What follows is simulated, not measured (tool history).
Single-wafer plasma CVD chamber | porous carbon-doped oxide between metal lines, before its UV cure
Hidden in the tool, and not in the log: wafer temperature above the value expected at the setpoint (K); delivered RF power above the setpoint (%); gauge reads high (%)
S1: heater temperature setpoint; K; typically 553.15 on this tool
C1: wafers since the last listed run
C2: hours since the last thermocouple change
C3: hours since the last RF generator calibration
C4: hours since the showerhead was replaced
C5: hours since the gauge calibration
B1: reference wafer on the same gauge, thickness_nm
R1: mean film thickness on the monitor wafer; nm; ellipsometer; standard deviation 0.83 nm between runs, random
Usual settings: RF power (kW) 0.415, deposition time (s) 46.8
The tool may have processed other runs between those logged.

run 1 hour=0 | S1=545.15 RF_power_(kW)=0.415 deposition_time_(s)=46.8 | C1=0 C2=1568.9 C3=646.9 C4=4905.8 C5=910 | B1=206.145 | R1=261.218
-- hour=8.6 gauge calibrated
run 2 hour=102.3 | S1=545.15 RF_power_(kW)=0.415 deposition_time_(s)=46.8 | C1=2270 C2=1671.2 C3=749.2 C4=5008.1 C5=93.7 | B1=205.959 | R1=262.701
run 3 hour=173.4 | S1=553.15 RF_power_(kW)=0.415 deposition_time_(s)=53 | C1=1577 C2=1742.3 C3=820.3 C4=5079.2 C5=164.8 | B1=205.817 | R1=283.278
run 4 hour=241.1 | S1=560.15 RF_power_(kW)=0.415 deposition_time_(s)=46.8 | C1=1502 C2=1810 C3=888 C4=5146.9 C5=232.5 | B1=206.251 | R1=239.25
run 5 hour=315.8 | S1=553.15 RF_power_(kW)=0.415 deposition_time_(s)=46.8 | C1=1657 C2=1884.7 C3=962.7 C4=5221.6 C5=307.2 | B1=205.991 | R1=248.855
run 6 hour=414.3 | S1=548.15 RF_power_(kW)=0.415 deposition_time_(s)=51.5 | C1=2185 C2=1983.2 C3=1061.2 C4=5320.1 C5=405.7 | B1=205.853 | R1=282.283
run 7 hour=497.2 | S1=548.15 RF_power_(kW)=0.415 deposition_time_(s)=51.5 | C1=1839 C2=2066.1 C3=1144.1 C4=5403 C5=488.6 | B1=205.805 | R1=283.614
-- hour=531.4 thermocouple changed; heater temperature recalibrated
run 8 hour=574.7 | S1=547.15 RF_power_(kW)=0.385 deposition_time_(s)=46.8 | C1=1542 C2=43.3 C3=1221.6 C4=5480.5 C5=566.1 | B1=205.961 | R1=244.469
run 9 hour=629.4 | S1=553.15 RF_power_(kW)=0.415 deposition_time_(s)=49 | C1=1213 C2=98 C3=1276.3 C4=5535.2 C5=620.8 | B1=206.096 | R1=260.094
run 10 hour=693 | S1=553.15 RF_power_(kW)=0.415 deposition_time_(s)=49 | C1=1411 C2=161.6 C3=1339.9 C4=5598.8 C5=684.4 | B1=206.069 | R1=260.894
run 11 hour=794 | S1=553.15 RF_power_(kW)=0.415 deposition_time_(s)=46.8 | C1=2241 C2=262.6 C3=1440.9 C4=5699.8 C5=785.4 | B1=205.797 | R1=249.126
-- hour=835.4 gauge calibrated
run 12 hour=875.4 | S1=542.15 RF_power_(kW)=0.415 deposition_time_(s)=42.4 | C1=1806 C2=344 C3=1522.3 C4=5781.2 C5=40 | B1=206.317 | R1=243.764
run 13 hour=934.9 | S1=553.15 RF_power_(kW)=0.415 deposition_time_(s)=42.6 | C1=1320 C2=403.5 C3=1581.8 C4=5840.7 C5=99.5 | B1=206.222 | R1=227.453
run 14 hour=982.7 | S1=566.15 RF_power_(kW)=0.345 deposition_time_(s)=39.1 | C1=1060 C2=451.3 C3=1629.6 C4=5888.5 C5=147.3 | B1=205.949 | R1=169.325
run 15 hour=1040.3 | S1=553.15 RF_power_(kW)=0.415 deposition_time_(s)=46.8 | C1=1278 C2=508.9 C3=1687.2 C4=5946.1 C5=204.9 | B1=205.922 | R1=250.005
-- hour=1117.3 showerhead replaced
run 16 hour=1127.9 | S1=553.15 RF_power_(kW)=0.46 deposition_time_(s)=41.5 | C1=1766 C2=596.5 C3=1774.8 C4=10.6 C5=292.5 | B1=206.088 | R1=238.887
-- hour=1185.4 RF generator calibrated
run 17 hour=1220.4 | S1=553.15 RF_power_(kW)=0.37 deposition_time_(s)=46.8 | C1=1875 C2=689 C3=35 C4=103.1 C5=385 | B1=205.889 | R1=229.969
run 18 hour=1278.8 | S1=559.15 RF_power_(kW)=0.37 deposition_time_(s)=50.8 | C1=1295 C2=747.4 C3=93.4 C4=161.5 C5=443.4 | B1=206.005 | R1=238.342
run 19 hour=1351.7 | S1=566.15 RF_power_(kW)=0.345 deposition_time_(s)=39.1 | C1=1617 C2=820.3 C3=166.3 C4=234.4 C5=516.3 | B1=206.241 | R1=168.255
run 20 hour=1413.2 | S1=559.15 RF_power_(kW)=0.48 deposition_time_(s)=46.8 | C1=1364 C2=881.8 C3=227.8 C4=295.9 C5=577.8 | B1=205.849 | R1=268.535
run 21 hour=1506 | S1=553.15 RF_power_(kW)=0.415 deposition_time_(s)=46.8 | C1=2059 C2=974.6 C3=320.6 C4=388.7 C5=670.6 | B1=206.137 | R1=250.192
run 22 hour=1572.2 | S1=539.15 RF_power_(kW)=0.475 deposition_time_(s)=52.3 | C1=1469 C2=1040.8 C3=386.8 C4=454.9 C5=736.8 | B1=205.966 | R1=334.143

3 options for the next run, each taken on its own from the tool as it stands now. Forecast them:
run A hour=1572.6 | S1=553.15 RF_power_(kW)=0.415 deposition_time_(s)=46.8 | C1=8 C2=1041.2 C3=387.2 C4=455.3 C5=737.2 | B1=? | R1=?
run B hour=1572.6 | S1=540.15 RF_power_(kW)=0.49 deposition_time_(s)=41.8 | C1=8 C2=1041.2 C3=387.2 C4=455.3 C5=737.2 | B1=? | R1=?
run C hour=1572.6 | S1=546.15 RF_power_(kW)=0.415 deposition_time_(s)=41.6 | C1=8 C2=1041.2 C3=387.2 C4=455.3 C5=737.2 | B1=? | R1=?

run=A B1=205.967 R1=250.734
run=B B1=205.967 R1=273.7
run=C B1=205.967 R1=233.299
Take away the tool's hidden state, keep each run's random variation, and the runs would have read:
run=A R1=250.734
run=B R1=273.7
run=C R1=233.299
